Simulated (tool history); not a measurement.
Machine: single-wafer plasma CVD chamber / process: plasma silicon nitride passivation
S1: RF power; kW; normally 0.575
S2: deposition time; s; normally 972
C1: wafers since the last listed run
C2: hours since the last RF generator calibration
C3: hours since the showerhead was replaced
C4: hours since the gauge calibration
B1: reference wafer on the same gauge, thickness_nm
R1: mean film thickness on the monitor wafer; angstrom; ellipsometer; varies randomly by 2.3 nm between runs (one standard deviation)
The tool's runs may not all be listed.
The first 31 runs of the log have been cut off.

run	day	S1	S2	C1	C2	C3	C4	B1	R1
32	16.688	0.575	972	20	114.7	3199.4	197.9	1309.978	15599.68
33	16.983	0.510	857	15	121.8	3206.5	205.0	1310.328	13459.64
34	17.442	0.610	972	24	132.8	3217.5	216.0	1309.674	15730.84
35	17.988	0.670	836	29	145.9	3230.6	229.1	1310.351	13780.49
# day 18.521: showerhead replaced
36	18.542	0.575	972	11	159.2	0.5	242.4	1309.662	15619.37
37	19.988	0.575	972	77	193.9	35.2	277.1	1310.462	15625.84
38	20.633	0.625	1139	34	209.4	50.7	292.6	1309.824	18577.63
39	21.183	0.475	972	29	222.6	63.9	305.8	1310.065	15112.25
40	21.650	0.460	797	25	233.8	75.1	317.0	1309.685	12312.73
41	22.067	0.470	817	22	243.8	85.1	327.0	1310.590	12667.06
42	23.612	0.575	972	82	280.9	122.2	364.1	1310.256	15615.23
43	23.971	0.625	795	19	289.5	130.8	372.7	1310.231	12938.96
44	24.346	0.490	972	20	298.5	139.8	381.7	1310.305	15198.43

3 ways to go on from here, each from the tool as it stands after run 44. What would each give?
A	24.375	0.635	972	1	299.2	140.5	382.4	?	?
B	24.375	0.515	1070	1	299.2	140.5	382.4	?	?
C	24.375	0.685	897	1	299.2	140.5	382.4	?	?

run	B1	R1
A	1309.877	15851.32
B	1309.877	16817.40
C	1309.877	14836.36
Without the tool's unlogged condition, the same runs would have read:
run	R1
A	15851.32
B	16817.40
C	14836.36
